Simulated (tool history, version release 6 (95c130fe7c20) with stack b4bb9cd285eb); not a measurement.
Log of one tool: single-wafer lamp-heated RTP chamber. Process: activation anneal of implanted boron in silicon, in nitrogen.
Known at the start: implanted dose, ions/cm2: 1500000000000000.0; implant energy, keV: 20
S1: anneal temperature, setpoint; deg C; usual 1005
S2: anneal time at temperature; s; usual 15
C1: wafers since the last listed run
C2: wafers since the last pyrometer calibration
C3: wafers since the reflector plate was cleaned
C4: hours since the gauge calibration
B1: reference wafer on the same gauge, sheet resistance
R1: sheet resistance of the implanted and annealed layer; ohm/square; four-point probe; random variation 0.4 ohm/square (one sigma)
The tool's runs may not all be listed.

run    hour    S1  S2   C1    C2    C3      C4     B1      R1
  1       0  1015  13    0  1911  3351   910.3   92.6    83.5
  2    33.5  1015  13  287  2199  3639   943.8  92.57   83.21
  3    92.4  1015  13  505  2704  4145  1002.7  92.28   83.03
  4   149.5  1005  15  490  3195  4635  1059.8  92.49   85.17
  5   214.7  1005  15  560  3755  5195    1125  92.48   84.36
  6   258.3  1012  10  374  4129  5570  1168.6  92.45   84.07
  7   291.6  1012  10  286  4415  5856  1201.9  92.47    84.4
      330.5  -- reflector plate cleaned
  8   330.8   984  20  267  4683     2  1241.1  92.51   93.06
      369.3  -- pyrometer window cleaned and pyrometer calibrated
  9   380.2  1005  15  355    93   358  1290.5  92.34   85.49
 10   420.6  1005  11  346   440   705  1330.9  92.52   86.82
      439.6  -- gauge calibrated
 11   482.8  1005  15  534   974  1239    43.2  92.56   84.83
 12   548.2  1005  15  561  1536  1801   108.6  92.41    85.6
 13   590.5  1005  15  363  1899  2164   150.9  92.58   85.42
 14     640  1024  15  425  2325  2589   200.4  92.48   81.68
 15   686.1  1014  11  395  2721  2985   246.5  92.45   83.57
 16   747.1  1022   9  523  3245  3509   307.5  92.46   82.73
 17   808.2   980   8  524  3769  4034   368.6  92.45   96.75
        875  -- reflector plate cleaned
 18   875.5   987   6  509  4279     4   435.9  92.35   97.04
 19     929  1021  21  459  4738   463   489.4   92.5   81.44
      951.7  -- pyrometer window cleaned and pyrometer calibrated
 20   965.8  1030  22  247   121   711   526.2  92.73   80.87
 21  1018.9   977   8  456   577  1167   579.3  92.52  100.82
 22  1053.9  1005  15  300   877  1468   614.3  92.47   85.87
 23  1097.1  1017  21  371  1248  1839   657.5  92.51   82.31
 24  1156.9  1034  15  513  1762  2352   717.3  92.54   80.91

Forecast each of these 5 alternatives for the next run:
  A  1157.3  1005  15   3  1765  2356  717.7   ?   ?
  B  1157.3  1033  18   3  1765  2356  717.7   ?   ?
  C  1157.3   995   8   3  1765  2356  717.7   ?   ?
  D  1157.3  1005  10   3  1765  2356  717.7   ?   ?
  E  1157.3  1026   6   3  1765  2356  717.7   ?   ?

run     B1     R1
  A  92.43  84.84
  B  92.43  80.21
  C  92.43  89.51
  D  92.43   85.9
  E  92.43  82.89
Without the tool's hidden state the same runs would have given:
run     R1
  A  86.69
  B  81.07
  C  92.65
  D  87.95
  E   84.2
